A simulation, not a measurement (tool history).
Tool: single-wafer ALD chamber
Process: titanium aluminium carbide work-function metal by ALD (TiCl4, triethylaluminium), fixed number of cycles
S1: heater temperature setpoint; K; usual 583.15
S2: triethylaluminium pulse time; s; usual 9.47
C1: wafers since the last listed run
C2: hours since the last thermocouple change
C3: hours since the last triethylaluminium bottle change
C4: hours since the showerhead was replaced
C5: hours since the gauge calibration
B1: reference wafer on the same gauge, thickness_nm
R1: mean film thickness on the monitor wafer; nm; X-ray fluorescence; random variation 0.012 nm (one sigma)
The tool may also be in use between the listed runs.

Run 1, hour 0.0: usual settings; C1 0; C2 432.4; C3 583.3; C4 3503.1; C5 1130.6; B1 2.663. Result: R1 2.378 nm.
Run 2, hour 84.0: usual settings; C1 781; C2 516.4; C3 667.3; C4 3587.1; C5 1214.6; B1 2.660. Result: R1 2.375 nm.
Run 3, hour 120.3: usual settings; C1 337; C2 552.7; C3 703.6; C4 3623.4; C5 1250.9; B1 2.663. Result: R1 2.399 nm.
Run 4, hour 227.0: usual settings; C1 992; C2 659.4; C3 810.3; C4 3730.1; C5 1357.6; B1 2.663. Result: R1 2.396 nm.
Run 5, hour 321.0: usual settings; C1 874; C2 753.4; C3 904.3; C4 3824.1; C5 1451.6; B1 2.662. Result: R1 2.400 nm.
Run 6, hour 391.2: usual settings; C1 652; C2 823.6; C3 974.5; C4 3894.3; C5 1521.8; B1 2.661. Result: R1 2.392 nm.
Run 7, hour 438.3: usual settings; C1 438; C2 870.7; C3 1021.6; C4 3941.4; C5 1568.9; B1 2.663. Result: R1 2.394 nm.
At hour 449.6: triethylaluminium bottle replaced.
Run 8, hour 661.7: usual settings; C1 2003; C2 1094.1; C3 212.1; C4 4164.8; C5 1792.3; B1 2.660. Result: R1 2.396 nm.
Run 9, hour 724.4: usual settings; C1 583; C2 1156.8; C3 274.8; C4 4227.5; C5 1855.0; B1 2.661. Result: R1 2.388 nm.
Run 10, hour 762.6: usual settings; C1 355; C2 1195.0; C3 313.0; C4 4265.7; C5 1893.2; B1 2.658. Result: R1 2.404 nm.
Run 11, hour 808.6: usual settings; C1 427; C2 1241.0; C3 359.0; C4 4311.7; C5 1939.2; B1 2.661. Result: R1 2.374 nm.
Run 12, hour 862.2: usual settings but S1 589.15 K; C1 498; C2 1294.6; C3 412.6; C4 4365.3; C5 1992.8; B1 2.661. Result: R1 2.459 nm.
Run 13, hour 918.3: usual settings but S1 589.15 K; C1 521; C2 1350.7; C3 468.7; C4 4421.4; C5 2048.9; B1 2.657. Result: R1 2.449 nm.
Run 14, hour 1000.2: usual settings but S1 589.15 K; C1 761; C2 1432.6; C3 550.6; C4 4503.3; C5 2130.8; B1 2.663. Result: R1 2.456 nm.
Run 15, hour 1072.5: usual settings; C1 672; C2 1504.9; C3 622.9; C4 4575.6; C5 2203.1; B1 2.658. Result: R1 2.389 nm.
Run 16, hour 1177.6: usual settings but S1 597.15 K, S2 12.09 s; C1 977; C2 1610.0; C3 728.0; C4 4680.7; C5 2308.2; B1 2.665. Result: R1 2.567 nm.
Run 17, hour 1229.8: usual settings but S2 12.94 s; C1 485; C2 1662.2; C3 780.2; C4 4732.9; C5 2360.4; B1 2.660. Result: R1 2.460 nm.
Run 18, hour 1324.2: usual settings but S1 598.15 K, S2 7.94 s; C1 877; C2 1756.6; C3 874.6; C4 4827.3; C5 2454.8; B1 2.664. Result: R1 2.475 nm.
Run 19, hour 1362.1: usual settings but S1 578.15 K, S2 6.09 s; C1 352; C2 1794.5; C3 912.5; C4 4865.2; C5 2492.7; B1 2.661. Result: R1 2.159 nm.
At hour 1410.6: thermocouple changed; heater temperature recalibrated.
Run 20, hour 1469.8: usual settings but S2 7.14 s; C1 927; C2 59.2; C3 1020.2; C4 4972.9; C5 2600.4; B1 2.663. Result: R1 2.283 nm.
At hour 1514.2: showerhead replaced.
At hour 1517.1: gauge calibrated.
Run 21, hour 1554.5: usual settings but S1 589.15 K, S2 11.28 s; C1 713; C2 143.9; C3 1104.9; C4 40.3; C5 37.4; B1 2.661. Result: R1 2.486 nm.
Run 22, hour 1646.9: usual settings but S1 596.15 K, S2 10.44 s; C1 859; C2 236.3; C3 1197.3; C4 132.7; C5 129.8; B1 2.659. Result: R1 2.547 nm.
Run 23, hour 1709.4: usual settings but S1 594.15 K, S2 5.97 s; C1 581; C2 298.8; C3 1259.8; C4 195.2; C5 192.3; B1 2.659. Result: R1 2.267 nm.
Run 24, hour 1789.2: usual settings but S1 572.15 K, S2 12.18 s; C1 742; C2 378.6; C3 1339.6; C4 275.0; C5 272.1; B1 2.658. Result: R1 2.341 nm.
At hour 1830.1: triethylaluminium bottle replaced.
Run 25, hour 1877.2: usual settings but S1 574.15 K, S2 11.85 s; C1 743; C2 466.6; C3 47.1; C4 363.0; C5 360.1; B1 2.659. Result: R1 2.341 nm.
Run 26, hour 1936.7: usual settings but S1 589.15 K; C1 553; C2 526.1; C3 106.6; C4 422.5; C5 419.6; B1 2.658. Result: R1 2.442 nm.
Run 27, hour 2024.4: usual settings; C1 815; C2 613.8; C3 194.3; C4 510.2; C5 507.3; B1 2.658. Result: R1 2.411 nm.
Run 28, hour 2127.3: usual settings but S2 7.84 s; C1 956; C2 716.7; C3 297.2; C4 613.1; C5 610.2; B1 2.660. Result: R1 2.321 nm.

The next listed run, before its measurement:
Run 29, hour 2226.4: usual settings but S1 569.15 K, S2 7.68 s; C1 921; C2 815.8; C3 396.3; C4 712.2; C5 709.3; B1 ?. Result: R1 ?.

{"run 29": {"B1": 2.661, "R1": 2.184}}
Without the tool's hidden state the same run would have given R1 2.184 nm.
